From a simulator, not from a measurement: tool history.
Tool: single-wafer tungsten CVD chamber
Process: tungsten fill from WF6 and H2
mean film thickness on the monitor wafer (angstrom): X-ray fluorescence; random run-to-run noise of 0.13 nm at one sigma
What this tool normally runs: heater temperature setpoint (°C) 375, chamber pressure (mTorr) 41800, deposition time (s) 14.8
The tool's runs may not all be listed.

run,hour,heater temperature setpoint (°C),chamber pressure (mTorr),deposition time (s),"read-back reference wafer on the same gauge, thickness_nm",mean film thickness on the monitor wafer (angstrom)
1,0.0,375,41800,16.7,28.497,276.41
2,41.3,375,41800,16.7,28.472,276.51
3,106.8,375,41800,16.7,28.471,276.85
4,149.0,375,41800,14.8,28.515,245.65
5,198.0,375,41800,14.8,28.487,243.41
6,248.7,375,41800,14.8,28.496,243.08
7,314.4,375,41800,14.8,28.479,243.62
8,343.4,375,41800,14.8,28.515,242.33
# hour 381.3: showerhead replaced
9,381.8,375,41800,14.8,28.500,244.91
10,400.5,375,41800,14.8,28.456,244.98
# hour 437.1: thermocouple changed; heater temperature recalibrated
# hour 485.1: capacitance manometer re-zeroed and calibrated
# hour 522.3: gauge calibrated
11,585.0,361,41800,14.8,28.458,208.59
12,633.7,375,33400,11.9,28.484,200.89
13,696.3,364,45800,12.8,28.521,195.74
14,753.9,383,32200,16.0,28.490,306.59
15,779.7,375,41800,16.8,28.522,304.01
16,820.1,375,41800,14.8,28.491,266.42

Run 17, settings as shown, results not yet in. Your forecast:
17,864.8,375,41800,14.8,?,?

read-back reference wafer on the same gauge, thickness_nm: 28.503
mean film thickness on the monitor wafer (angstrom): 262.72
Without the tool's hidden state the same run would have given mean film thickness on the monitor wafer (angstrom) 273.85.
